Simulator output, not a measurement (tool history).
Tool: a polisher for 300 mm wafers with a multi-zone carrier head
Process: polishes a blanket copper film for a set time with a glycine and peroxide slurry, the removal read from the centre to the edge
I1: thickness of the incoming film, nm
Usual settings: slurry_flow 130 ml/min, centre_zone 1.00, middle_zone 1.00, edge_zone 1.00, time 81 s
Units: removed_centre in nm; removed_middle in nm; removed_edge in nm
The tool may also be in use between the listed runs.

run 1 day=0.000 | slurry_flow=130 centre_zone=1.05 middle_zone=1.00 edge_zone=1.00 time=81 | I1=1346.4 | removed_centre=298.7 removed_middle=327.4 removed_edge=318.8
run 2 day=1.396 | slurry_flow=130 centre_zone=1.05 middle_zone=1.00 edge_zone=1.00 time=81 | I1=1361.9 | removed_centre=294.0 removed_middle=319.1 removed_edge=314.7
run 3 day=2.079 | slurry_flow=130 centre_zone=1.00 middle_zone=1.00 edge_zone=1.00 time=81 | I1=1353.7 | removed_centre=283.8 removed_middle=322.1 removed_edge=321.2
-- day=3.033 worn pad replaced by a new one
run 4 day=3.054 | slurry_flow=130 centre_zone=1.00 middle_zone=1.00 edge_zone=0.93 time=81 | I1=1383.1 | removed_centre=282.3 removed_middle=319.8 removed_edge=308.0
run 5 day=3.858 | slurry_flow=130 centre_zone=1.00 middle_zone=1.00 edge_zone=0.93 time=81 | I1=1356.6 | removed_centre=277.7 removed_middle=326.1 removed_edge=305.7
run 6 day=5.267 | slurry_flow=130 centre_zone=1.00 middle_zone=1.00 edge_zone=1.00 time=81 | I1=1353.6 | removed_centre=270.5 removed_middle=327.5 removed_edge=316.9
run 7 day=6.183 | slurry_flow=130 centre_zone=1.00 middle_zone=1.00 edge_zone=1.00 time=81 | I1=1361.2 | removed_centre=273.1 removed_middle=326.3 removed_edge=318.9
run 8 day=7.500 | slurry_flow=100 centre_zone=1.00 middle_zone=1.00 edge_zone=1.00 time=81 | I1=1338.6 | removed_centre=250.0 removed_middle=300.7 removed_edge=306.6
-- day=8.258 worn pad replaced by a new one
run 9 day=8.279 | slurry_flow=130 centre_zone=0.95 middle_zone=0.90 edge_zone=0.93 time=67 | I1=1342.5 | removed_centre=215.7 removed_middle=245.6 removed_edge=254.0
run 10 day=9.588 | slurry_flow=130 centre_zone=1.00 middle_zone=1.00 edge_zone=1.00 time=81 | I1=1346.3 | removed_centre=271.9 removed_middle=325.0 removed_edge=320.1
run 11 day=10.238 | slurry_flow=130 centre_zone=1.00 middle_zone=1.00 edge_zone=1.00 time=81 | I1=1354.8 | removed_centre=270.3 removed_middle=323.6 removed_edge=316.5
-- day=11.362 carrier head's membrane replaced by a new one
run 12 day=11.392 | slurry_flow=130 centre_zone=1.00 middle_zone=1.00 edge_zone=1.00 time=102 | I1=1375.8 | removed_centre=331.5 removed_middle=407.7 removed_edge=401.6
-- day=11.612 edge zone pressure recalibrated
-- day=11.671 centre zone pressure recalibrated
run 13 day=12.021 | slurry_flow=130 centre_zone=1.00 middle_zone=0.89 edge_zone=1.00 time=81 | I1=1362.2 | removed_centre=310.6 removed_middle=282.9 removed_edge=314.0
-- day=13.029 slurry nozzle cleaned
-- day=14.179 worn pad replaced by a new one
run 14 day=16.083 | slurry_flow=130 centre_zone=1.00 middle_zone=1.00 edge_zone=0.92 time=94 | I1=1370.8 | removed_centre=363.5 removed_middle=369.4 removed_edge=352.7
run 15 day=19.092 | slurry_flow=130 centre_zone=1.00 middle_zone=0.95 edge_zone=0.96 time=81 | I1=1359.8 | removed_centre=299.2 removed_middle=309.9 removed_edge=312.3
run 16 day=19.658 | slurry_flow=145 centre_zone=1.09 middle_zone=1.00 edge_zone=1.12 time=103 | I1=1355.8 | removed_centre=438.3 removed_middle=419.9 removed_edge=436.0
-- day=20.675 worn pad replaced by a new one
run 17 day=21.021 | slurry_flow=130 centre_zone=1.00 middle_zone=0.96 edge_zone=1.00 time=81 | I1=1376.5 | removed_centre=301.8 removed_middle=313.8 removed_edge=316.7
run 18 day=21.742 | slurry_flow=130 centre_zone=1.00 middle_zone=0.94 edge_zone=1.11 time=81 | I1=1353.2 | removed_centre=295.2 removed_middle=307.4 removed_edge=338.1
run 19 day=22.775 | slurry_flow=130 centre_zone=1.00 middle_zone=1.00 edge_zone=1.05 time=81 | I1=1359.4 | removed_centre=303.7 removed_middle=324.7 removed_edge=325.0
run 20 day=23.921 | slurry_flow=130 centre_zone=1.00 middle_zone=1.00 edge_zone=1.00 time=81 | I1=1363.6 | removed_centre=301.1 removed_middle=329.2 removed_edge=320.7
run 21 day=25.067 | slurry_flow=130 centre_zone=1.00 middle_zone=1.00 edge_zone=1.00 time=81 | I1=1354.0 | removed_centre=302.1 removed_middle=325.3 removed_edge=320.2

5 ways to go on from here, each from the tool as it stands after run 21. What would each give?
run A day=25.088 | slurry_flow=130 centre_zone=1.00 middle_zone=1.00 edge_zone=1.00 time=55 | I1=1377.5 | removed_centre=? removed_middle=? removed_edge=?
run B day=25.088 | slurry_flow=130 centre_zone=1.00 middle_zone=0.97 edge_zone=1.00 time=68 | I1=1377.5 | removed_centre=? removed_middle=? removed_edge=?
run C day=25.088 | slurry_flow=165 centre_zone=0.93 middle_zone=0.95 edge_zone=1.00 time=63 | I1=1377.5 | removed_centre=? removed_middle=? removed_edge=?
run D day=25.088 | slurry_flow=130 centre_zone=0.97 middle_zone=1.00 edge_zone=1.00 time=81 | I1=1377.5 | removed_centre=? removed_middle=? removed_edge=?
run E day=25.088 | slurry_flow=115 centre_zone=1.00 middle_zone=1.00 edge_zone=1.00 time=81 | I1=1377.5 | removed_centre=? removed_middle=? removed_edge=?

run=A removed_centre=203.8 removed_middle=217.8 removed_edge=213.8
run=B removed_centre=252.0 removed_middle=262.4 removed_edge=264.5
run=C removed_centre=229.1 removed_middle=250.9 removed_edge=253.7
run=D removed_centre=291.1 removed_middle=320.7 removed_edge=314.9
run=E removed_centre=290.0 removed_middle=311.1 removed_edge=308.3
Without the tool's hidden state the same runs would have given:
run=A removed_centre=216.0 removed_middle=217.7 removed_edge=213.8
run=B removed_centre=267.0 removed_middle=262.3 removed_edge=264.5
run=C removed_centre=242.9 removed_middle=250.8 removed_edge=253.7
run=D removed_centre=308.5 removed_middle=320.7 removed_edge=314.9
run=E removed_centre=307.3 removed_middle=311.1 removed_edge=308.3
